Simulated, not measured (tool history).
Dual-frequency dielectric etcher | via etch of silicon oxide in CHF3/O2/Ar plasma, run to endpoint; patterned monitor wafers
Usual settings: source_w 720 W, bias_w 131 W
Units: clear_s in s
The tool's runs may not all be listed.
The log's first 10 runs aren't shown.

run,hour,source_w,bias_w,wafers since the last listed run,hours since the last wet clean,hours since the last source power generator calibration,hours since the last bias power generator calibration,hours since the last upper electrode change,"incoming incoming film thickness, nm",clear_s
11,846.5,650,160,217,380.5,432.5,73.3,1857.8,719.4,364.3
12,896.4,900,131,148,430.4,482.4,123.2,1907.7,712.5,317.3
13,940.0,560,159,129,474.0,526.0,166.8,1951.3,706.3,396.2
14,1035.7,870,116,285,569.7,621.7,262.5,2047.0,718.2,345.4
15,1098.5,580,143,187,632.5,684.5,325.3,2109.8,713.4,413.8
# hour 1161.7: wet clean of the chamber
16,1165.7,670,159,128,4.0,751.7,392.5,2177.0,711.1,342.7
17,1234.2,650,131,204,72.5,820.2,461.0,2245.5,707.7,372.9
18,1306.5,720,131,215,144.8,892.5,533.3,2317.8,716.6,352.3
# hour 1340.5: upper electrode replaced, of another model than before
19,1370.0,720,131,117,208.3,956.0,596.8,29.5,706.8,353.9
20,1413.9,640,103,130,252.2,999.9,640.7,73.4,708.4,442.8
21,1510.7,770,146,288,349.0,1096.7,737.5,170.2,712.9,325.4
22,1590.7,790,147,238,429.0,1176.7,817.5,250.2,716.4,316.4
23,1695.1,850,142,311,533.4,1281.1,921.9,354.6,716.7,312.5
24,1789.9,720,147,282,628.2,1375.9,1016.7,449.4,708.2,347.5
# hour 1836.5: wet clean of the chamber
25,1853.6,720,103,118,17.1,1439.6,1080.4,513.1,713.3,397.5
26,1892.0,770,146,114,55.5,1478.0,1118.8,551.5,722.1,319.4
27,1974.0,790,131,244,137.5,1560.0,1200.8,633.5,713.8,330.6
28,2014.0,720,131,119,177.5,1600.0,1240.8,673.5,724.5,356.0
29,2077.2,860,131,188,240.7,1663.2,1304.0,736.7,714.8,315.9
30,2157.8,800,106,240,321.3,1743.8,1384.6,817.3,714.4,363.1
31,2254.6,720,131,288,418.1,1840.6,1481.4,914.1,718.4,366.9
32,2356.2,720,131,302,519.7,1942.2,1583.0,1015.7,709.9,365.1
33,2420.1,720,131,190,583.6,2006.1,1646.9,1079.6,703.6,363.1
34,2466.4,800,105,138,629.9,2052.4,1693.2,1125.9,716.0,376.1

Forecast each of these 5 alternatives for the next run:
A,2466.9,720,117,1,630.4,2052.9,1693.7,1126.4,713.9,?
B,2466.9,880,151,1,630.4,2052.9,1693.7,1126.4,713.9,?
C,2466.9,570,131,1,630.4,2052.9,1693.7,1126.4,713.9,?
D,2466.9,670,110,1,630.4,2052.9,1693.7,1126.4,713.9,?
E,2466.9,620,154,1,630.4,2052.9,1693.7,1126.4,713.9,?

run,clear_s
A,387.6
B,296.5
C,463.6
D,425.4
E,391.9
Without the tool's hidden state the same runs would have given:
run,clear_s
A,371.9
B,284.4
C,444.8
D,408.2
E,376.0
